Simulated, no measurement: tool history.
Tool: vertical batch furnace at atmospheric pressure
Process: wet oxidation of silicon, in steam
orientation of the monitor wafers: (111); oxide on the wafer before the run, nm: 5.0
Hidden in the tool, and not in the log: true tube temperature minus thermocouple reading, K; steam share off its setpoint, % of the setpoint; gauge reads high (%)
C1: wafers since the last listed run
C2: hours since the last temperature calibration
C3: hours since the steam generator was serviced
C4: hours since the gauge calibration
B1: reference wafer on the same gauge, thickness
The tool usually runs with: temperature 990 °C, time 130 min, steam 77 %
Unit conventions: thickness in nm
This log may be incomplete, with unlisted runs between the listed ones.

run 1 hour=0 | temperature=990 time=130 steam=77 | C1=0 C2=1897.1 C3=3227.6 C4=282.3 | B1=582.72 | thickness=602.51
run 2 hour=39 | temperature=990 time=130 steam=77 | C1=450 C2=1936.1 C3=3266.6 C4=321.3 | B1=582.89 | thickness=598.98
run 3 hour=89.6 | temperature=990 time=130 steam=77 | C1=584 C2=1986.7 C3=3317.2 C4=371.9 | B1=583.89 | thickness=604.41
run 4 hour=146.1 | temperature=990 time=130 steam=77 | C1=652 C2=2043.2 C3=3373.7 C4=428.4 | B1=582.77 | thickness=598.72
run 5 hour=183.8 | temperature=990 time=130 steam=86 | C1=435 C2=2080.9 C3=3411.4 C4=466.1 | B1=582.75 | thickness=642
run 6 hour=244 | temperature=990 time=130 steam=77 | C1=695 C2=2141.1 C3=3471.6 C4=526.3 | B1=583.42 | thickness=603.17
run 7 hour=280.8 | temperature=990 time=130 steam=77 | C1=425 C2=2177.9 C3=3508.4 C4=563.1 | B1=582.3 | thickness=598.63
run 8 hour=342.3 | temperature=990 time=130 steam=77 | C1=710 C2=2239.4 C3=3569.9 C4=624.6 | B1=583.44 | thickness=601.08
-- hour=414.7 steam generator serviced
run 9 hour=415.2 | temperature=990 time=130 steam=77 | C1=565 C2=2312.3 C3=0.5 C4=697.5 | B1=582.55 | thickness=627.53
run 10 hour=438.9 | temperature=990 time=130 steam=77 | C1=273 C2=2336 C3=24.2 C4=721.2 | B1=582.11 | thickness=626.42
run 11 hour=478.3 | temperature=990 time=130 steam=77 | C1=455 C2=2375.4 C3=63.6 C4=760.6 | B1=583.03 | thickness=623.26
run 12 hour=520.1 | temperature=990 time=130 steam=77 | C1=483 C2=2417.2 C3=105.4 C4=802.4 | B1=583.96 | thickness=625.62
-- hour=552.9 gauge calibrated
run 13 hour=575.9 | temperature=990 time=174.5 steam=77 | C1=644 C2=2473 C3=161.2 C4=23 | B1=582.26 | thickness=748.34
-- hour=608 thermocouples replaced and temperature profile calibrated
run 14 hour=627.4 | temperature=990 time=174.5 steam=77 | C1=317 C2=19.4 C3=212.7 C4=74.5 | B1=582.85 | thickness=738.74
run 15 hour=696.4 | temperature=979 time=180.5 steam=77 | C1=797 C2=88.4 C3=281.7 C4=143.5 | B1=583.06 | thickness=714.58
run 16 hour=737.4 | temperature=969 time=130 steam=85 | C1=473 C2=129.4 C3=322.7 C4=184.5 | B1=582.73 | thickness=593.25
run 17 hour=804.3 | temperature=990 time=78 steam=77 | C1=773 C2=196.3 C3=389.6 C4=251.4 | B1=582.73 | thickness=456.67
run 18 hour=843.8 | temperature=975 time=173 steam=70 | C1=456 C2=235.8 C3=429.1 C4=290.9 | B1=583.41 | thickness=645.62
run 19 hour=893.3 | temperature=990 time=130 steam=77 | C1=571 C2=285.3 C3=478.6 C4=340.4 | B1=583.5 | thickness=620.36
run 20 hour=925.7 | temperature=990 time=130 steam=77 | C1=374 C2=317.7 C3=511 C4=372.8 | B1=582.83 | thickness=625.29
run 21 hour=985.2 | temperature=990 time=185.5 steam=85 | C1=687 C2=377.2 C3=570.5 C4=432.3 | B1=582.81 | thickness=813.69
run 22 hour=1018.6 | temperature=990 time=130 steam=77 | C1=385 C2=410.6 C3=603.9 C4=465.7 | B1=583.08 | thickness=621.15
run 23 hour=1078.7 | temperature=1000 time=107 steam=83 | C1=694 C2=470.7 C3=664 C4=525.8 | B1=582.86 | thickness=610.4
run 24 hour=1134.4 | temperature=1000 time=130 steam=77 | C1=643 C2=526.4 C3=719.7 C4=581.5 | B1=583.17 | thickness=650.11
run 25 hour=1165.1 | temperature=990 time=130 steam=77 | C1=354 C2=557.1 C3=750.4 C4=612.2 | B1=582.39 | thickness=623.75
run 26 hour=1233.9 | temperature=967 time=152 steam=81 | C1=795 C2=625.9 C3=819.2 C4=681 | B1=583.18 | thickness=620.01
run 27 hour=1289.7 | temperature=990 time=130 steam=77 | C1=644 C2=681.7 C3=875 C4=736.8 | B1=583.32 | thickness=621.04
run 28 hour=1324.3 | temperature=990 time=108.5 steam=77 | C1=399 C2=716.3 C3=909.6 C4=771.4 | B1=583.18 | thickness=555.6

What if the next run were any one of these 5? Each begins from the tool's condition after run 28:
run A hour=1329.9 | temperature=990 time=130 steam=88 | C1=64 C2=721.9 C3=915.2 C4=777 | B1=? | thickness=?
run B hour=1329.9 | temperature=990 time=130 steam=66 | C1=64 C2=721.9 C3=915.2 C4=777 | B1=? | thickness=?
run C hour=1329.9 | temperature=967 time=67 steam=74 | C1=64 C2=721.9 C3=915.2 C4=777 | B1=? | thickness=?
run D hour=1329.9 | temperature=990 time=130 steam=87 | C1=64 C2=721.9 C3=915.2 C4=777 | B1=? | thickness=?
run E hour=1329.9 | temperature=1002 time=160.5 steam=84 | C1=64 C2=721.9 C3=915.2 C4=777 | B1=? | thickness=?

run=A B1=583.53 thickness=670.67
run=B B1=583.53 thickness=564.51
run=C B1=583.53 thickness=345.09
run=D B1=583.53 thickness=666.14
run=E B1=583.53 thickness=782.04
Had the tool no hidden state, the same runs would have come out as:
run=A thickness=683.64
run=B thickness=575.68
run=C thickness=352.68
run=D thickness=679.03
run=E thickness=796.7
